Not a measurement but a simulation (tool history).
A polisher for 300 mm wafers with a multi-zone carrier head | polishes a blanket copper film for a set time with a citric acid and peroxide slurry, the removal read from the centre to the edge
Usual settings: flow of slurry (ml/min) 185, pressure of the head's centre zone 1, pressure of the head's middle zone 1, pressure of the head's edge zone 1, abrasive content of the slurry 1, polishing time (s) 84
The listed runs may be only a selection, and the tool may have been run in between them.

run,day,flow of slurry (ml/min),pressure of the head's centre zone,pressure of the head's middle zone,pressure of the head's edge zone,abrasive content of the slurry,polishing time (s),wafers since the last listed run,wafers polished on this pad,hours since the slurry nozzle was cleaned,hours since the centre zone pressure was calibrated,hours since the edge zone pressure was calibrated,hours since the carrier head's membrane was replaced,"incoming thickness of the incoming film, nm",film removed at the wafer's centre (angstrom),film removed at mid-radius (angstrom),film removed at the wafer's edge (angstrom)
1,0,185,1,1,1.09,1,84,0,555,55.5,561.2,1290.7,1334.9,960.6,2687,2484,2619
# day 0.338: edge zone pressure recalibrated
2,1.954,185,1,1.04,1,1,84,305,861,102.4,608.1,38.8,1381.8,996.1,2721,2569,2551
# day 3.421: centre zone pressure recalibrated
3,3.538,185,1,1,1,1,84,244,1106,140.4,2.8,76.8,1419.8,985.8,2406,2451,2551
4,4.546,185,1,1,1,1,84,164,1270,164.6,27,101,1444,990.4,2461,2453,2541
5,7.204,185,1,1,1,1,84,434,1704,228.4,90.8,164.8,1507.8,991.9,2460,2437,2554
6,8.367,185,1,1.07,1,1.3,84,189,1894,256.3,118.7,192.7,1535.7,974.7,2514,2686,2669
# day 10.246: worn pad replaced by a new one
7,10.933,185,0.97,1.07,1,1.15,99,391,111,317.9,180.3,254.3,1597.3,963.5,2823,3073,3020
8,13.4,185,1,1,1,0.9,65,402,514,377.1,239.5,313.5,1656.5,987.6,1884,1852,1962
9,16.383,185,1,1,1,1,84,487,1001,448.7,311.1,385.1,1728.1,990.8,2489,2469,2570
10,18.108,185,1,0.9,0.9,1,84,281,1283,490.1,352.5,426.5,1769.5,999,2511,2292,2457
11,19.658,155,1,1,1,0.9,84,253,1536,527.3,389.7,463.7,1806.7,977.5,2404,2309,2456
# day 20.492: carrier head's membrane replaced by a new one
12,21.942,185,0.91,0.95,1,1.15,84,338,1875,582.1,444.5,518.5,34.8,976.5,2343,2352,2610
# day 23.633: worn pad replaced by a new one
13,24.875,140,1,1,1,1,84,451,202,652.5,514.9,588.9,105.2,987.3,2397,2301,2441
# day 27.129: slurry nozzle cleaned
14,28.525,185,1,1,1.1,1,84,589,791,33.5,602.5,676.5,192.8,994.7,2668,2439,2624
15,31.258,185,1.11,1,1.11,1,84,446,1238,99.1,668.1,742.1,258.4,986,2954,2428,2655
# day 32.112: centre zone pressure recalibrated
16,33.612,185,1,1,1,1,84,370,1609,155.6,36,798.6,314.9,985.2,2426,2475,2552
17,35.325,140,0.96,1,1,1,84,279,1888,196.7,77.1,839.7,356,987.9,2260,2313,2478
# day 37.688: worn pad replaced by a new one
18,38.071,185,0.9,1.1,0.9,1.15,84,421,62,262.6,143,905.6,421.9,979.9,2243,2677,2487
19,39.304,185,1,0.96,1,0.8,84,201,263,292.2,172.6,935.2,451.5,974.4,2401,2327,2505
20,40.646,185,1,1,1,1,84,219,482,324.4,204.8,967.4,483.7,993.7,2428,2455,2597
21,42.929,185,0.91,0.95,1,1.15,84,372,855,379.2,259.6,1022.2,538.5,965.4,2285,2406,2652
22,44.142,130,1,1,1,1,84,197,1053,408.3,288.7,1051.3,567.6,957.9,2255,2275,2440

3 options for the next run, each taken on its own from the tool as it stands now. Forecast them:
A,44.162,185,1,1,1,1,84,3,1057,408.8,289.2,1051.8,568.1,976.3,?,?,?
B,44.162,185,1,1.09,1,1,84,3,1057,408.8,289.2,1051.8,568.1,976.3,?,?,?
C,44.162,185,1,1,1.09,1,91,3,1057,408.8,289.2,1051.8,568.1,976.3,?,?,?

run,film removed at the wafer's centre (angstrom),film removed at mid-radius (angstrom),film removed at the wafer's edge (angstrom)
A,2473,2442,2564
B,2474,2627,2561
C,2679,2645,2869
With the hidden condition removed and each run's random variation left untouched, the same runs would have given:
run,film removed at the wafer's centre (angstrom),film removed at mid-radius (angstrom),film removed at the wafer's edge (angstrom)
A,2426,2442,2564
B,2428,2627,2561
C,2628,2645,2869
